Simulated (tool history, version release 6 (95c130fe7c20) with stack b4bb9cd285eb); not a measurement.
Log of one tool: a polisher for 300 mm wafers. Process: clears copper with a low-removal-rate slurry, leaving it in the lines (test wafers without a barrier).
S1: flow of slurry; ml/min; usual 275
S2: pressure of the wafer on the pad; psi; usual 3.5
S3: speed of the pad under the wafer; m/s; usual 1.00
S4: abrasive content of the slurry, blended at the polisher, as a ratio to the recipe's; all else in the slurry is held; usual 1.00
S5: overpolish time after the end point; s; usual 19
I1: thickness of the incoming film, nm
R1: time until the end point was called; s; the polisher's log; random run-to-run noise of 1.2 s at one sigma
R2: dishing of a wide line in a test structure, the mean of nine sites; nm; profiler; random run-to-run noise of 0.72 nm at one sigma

Run 1, hour 0.0: usual settings but S3 1.20 m/s; I1 375.6. Result: R1 95.6 s, R2 44.1 nm.
Run 2, hour 29.3: usual settings; I1 377.8. Result: R1 115.6 s, R2 38.6 nm.
Run 3, hour 64.2: usual settings; I1 376.6. Result: R1 117.6 s, R2 37.8 nm.
Run 4, hour 80.1: usual settings; I1 385.9. Result: R1 122.7 s, R2 37.9 nm.
At hour 102.9: worn pad replaced by a new one.
Run 5, hour 112.5: usual settings but S1 305 ml/min, S3 1.22 m/s, S4 0.70; I1 376.9. Result: R1 110.0 s, R2 39.2 nm.
Run 6, hour 136.1: usual settings but S1 240 ml/min, S2 2.8 psi, S4 0.85, S5 26 s; I1 384.6. Result: R1 167.1 s, R2 37.9 nm.
Run 7, hour 170.6: usual settings but S2 4.1 psi, S4 1.15; I1 378.5. Result: R1 98.3 s, R2 43.1 nm.
Run 8, hour 190.6: usual settings but S1 345 ml/min, S2 4.0 psi, S4 1.15; I1 385.9. Result: R1 101.4 s, R2 42.8 nm.
Run 9, hour 210.9: usual settings; I1 386.2. Result: R1 126.9 s, R2 37.4 nm.
At hour 220.0: slurry blender recalibrated.
At hour 224.3: head pressure recalibrated.
Run 10, hour 225.8: usual settings but S1 215 ml/min, S3 1.28 m/s; I1 380.7. Result: R1 104.2 s, R2 43.1 nm.
At hour 255.9: slurry nozzle cleaned.
Run 11, hour 256.4: usual settings but S2 2.6 psi, S3 0.78 m/s, S5 30 s; I1 382.9. Result: R1 197.7 s, R2 36.3 nm.
Run 12, hour 288.7: usual settings; I1 383.1. Result: R1 117.5 s, R2 39.8 nm.
Run 13, hour 307.6: usual settings but S2 2.6 psi, S3 0.64 m/s, S4 1.10, S5 22 s; I1 380.1. Result: R1 230.4 s, R2 27.5 nm.
Run 14, hour 324.5: usual settings; I1 372.5. Result: R1 117.8 s, R2 37.3 nm.
At hour 341.8: worn pad replaced by a new one.
Run 15, hour 342.3: usual settings; I1 381.0. Result: R1 121.0 s, R2 38.8 nm.
Run 16, hour 361.0: usual settings but S1 215 ml/min, S2 4.7 psi, S3 0.68 m/s, S4 0.70; I1 379.9. Result: R1 153.9 s, R2 32.7 nm.
Run 17, hour 392.2: usual settings but S1 360 ml/min, S3 1.16 m/s, S4 0.90, S5 15 s; I1 373.0. Result: R1 103.3 s, R2 36.0 nm.
Run 18, hour 408.4: usual settings but S1 350 ml/min, S5 12 s; I1 376.5. Result: R1 117.2 s, R2 28.8 nm.
Run 19, hour 438.5: usual settings; I1 374.5. Result: R1 121.5 s, R2 37.8 nm.
Run 20, hour 451.5: usual settings; I1 374.1. Result: R1 119.9 s, R2 38.2 nm.
Run 21, hour 465.9: usual settings; I1 382.0. Result: R1 122.8 s, R2 36.9 nm.
Run 22, hour 488.3: usual settings but S2 4.1 psi, S3 0.70 m/s, S4 1.15; I1 382.4. Result: R1 140.5 s, R2 33.5 nm.
Run 23, hour 507.6: usual settings but S1 340 ml/min, S2 4.1 psi, S5 10 s; I1 379.2. Result: R1 101.1 s, R2 26.9 nm.
At hour 517.9: slurry nozzle cleaned.
Run 24, hour 531.8: usual settings; I1 384.7. Result: R1 115.9 s, R2 37.7 nm.
Run 25, hour 563.2: usual settings but S1 315 ml/min, S2 2.5 psi, S4 0.90, S5 26 s; I1 377.2. Result: R1 165.7 s, R2 37.8 nm.
Run 26, hour 575.7: usual settings; I1 381.5. Result: R1 116.9 s, R2 39.0 nm.
At hour 594.9: slurry blender recalibrated.
At hour 595.1: worn pad replaced by a new one.
Run 27, hour 595.6: usual settings but S2 2.7 psi, S4 1.20; I1 375.9. Result: R1 143.7 s, R2 32.6 nm.
Run 28, hour 604.0: usual settings but S1 355 ml/min, S3 0.74 m/s; I1 375.1. Result: R1 150.3 s, R2 33.1 nm.

What if the next run were any one of these 4? Each begins from the tool's condition after run 28:
Run A, hour 604.5: usual settings; I1 376.8. Result: R1 ?, R2 ?.
Run B, hour 604.5: usual settings but S5 8 s; I1 376.8. Result: R1 ?, R2 ?.
Run C, hour 604.5: usual settings but S3 0.90 m/s, S5 30 s; I1 376.8. Result: R1 ?, R2 ?.
Run D, hour 604.5: usual settings but S1 330 ml/min, S3 0.86 m/s; I1 376.8. Result: R1 ?, R2 ?.

run     R1    R2
  A  118.4  37.7
  B  118.4  19.8
  C  130.6  46.4
  D  132.9  35.0
With no hidden state in the tool, these same runs would have given:
run     R1    R2
  A  113.6  38.7
  B  113.6  20.5
  C  125.2  47.4
  D  128.3  35.8
